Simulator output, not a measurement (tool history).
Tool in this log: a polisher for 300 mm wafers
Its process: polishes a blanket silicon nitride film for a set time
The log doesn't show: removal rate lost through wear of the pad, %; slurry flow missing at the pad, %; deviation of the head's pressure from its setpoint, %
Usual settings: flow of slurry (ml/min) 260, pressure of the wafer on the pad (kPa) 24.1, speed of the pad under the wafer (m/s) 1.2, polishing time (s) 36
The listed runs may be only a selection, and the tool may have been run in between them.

run    day  flow of slurry (ml/min)  pressure of the wafer on the pad (kPa)  speed of the pad under the wafer (m/s)  polishing time (s)  wafers since the last listed run  wafers polished on this pad  hours since the slurry nozzle was cleaned  hours since the head pressure was calibrated  incoming thickness of the incoming film, nm  film removed (Å)
  1      0                      260                                    24.1                                     1.2                  36                                 0                          212                                      797.2                                         556.2                                        676.5               761
  2  0.338                      260                                    24.1                                     1.2                  36                                99                          311                                      805.3                                         564.3                                        687.9               741
  3  0.762                      260                                    24.1                                     1.2                  36                               124                          436                                      815.5                                         574.5                                        681.7               734
  4  1.321                      225                                    24.1                                     1.2                  36                               163                          599                                      828.9                                         587.9                                          681               728
  5  1.879                      260                                    24.1                                     1.2                  36                               163                          763                                      842.3                                         601.3                                        686.8               719
  6  2.579                      260                                    24.1                                     1.2                  36                               205                          969                                      859.1                                         618.1                                        680.4               700
  7      3                      260                                    24.1                                     1.2                  36                               123                         1092                                      869.2                                         628.2                                        673.4               691
     3.417  -- worn pad replaced by a new one
  8  3.438                      260                                    24.1                                     1.2                  36                                79                            6                                      879.7                                         638.7                                        672.1               788
  9  4.096                      260                                    24.1                                     1.2                  36                               193                          199                                      895.5                                         654.5                                        673.6               740
     4.179  -- slurry nozzle cleaned
 10  4.392                      260                                    24.1                                     1.2                  36                                74                          274                                        5.1                                         661.6                                        681.7               736
 11  4.733                      260                                    24.1                                     1.2                  36                               100                          374                                       13.3                                         669.8                                        680.1               725
 12  5.408                      260                                    24.1                                     1.2                  36                               198                          572                                       29.5                                           686                                        677.3               698
 13  5.746                      260                                    24.1                                     1.2                  36                                99                          671                                       37.6                                         694.1                                          686               697
 14  6.062                      305                                    24.1                                     1.4                  36                                92                          764                                       45.2                                         701.7                                        679.4               812
 15  6.604                      310                                    17.2                                    0.88                  36                               158                          923                                       58.2                                         714.7                                          670               410
     6.996  -- worn pad replaced by a new one
 16  7.238                      260                                    24.1                                     1.2                  36                               136                           70                                       73.4                                         729.9                                        680.4               784
 17  7.579                      175                                    24.1                                     1.2                  26                               100                          171                                       81.6                                         738.1                                        681.8               536
 18  7.904                      260                                    24.1                                    0.88                  36                                95                          266                                       89.4                                         745.9                                        691.3               591
     8.417  -- head pressure recalibrated
 19   8.55                      190                                    20.7                                    1.36                  36                               165                          431                                      104.9                                           3.2                                        675.5               699

For run 20, what comes out?
 20  8.821                      260                                    24.1                                     1.2                  36                                79                          510                                      111.4                                           9.7                                        682.8                 ?

{"run 20": {"film removed (Å)": 743}}
Take away the tool's hidden state, keep the run-to-run variation as it was, and the same run would have given film removed (Å) 789.
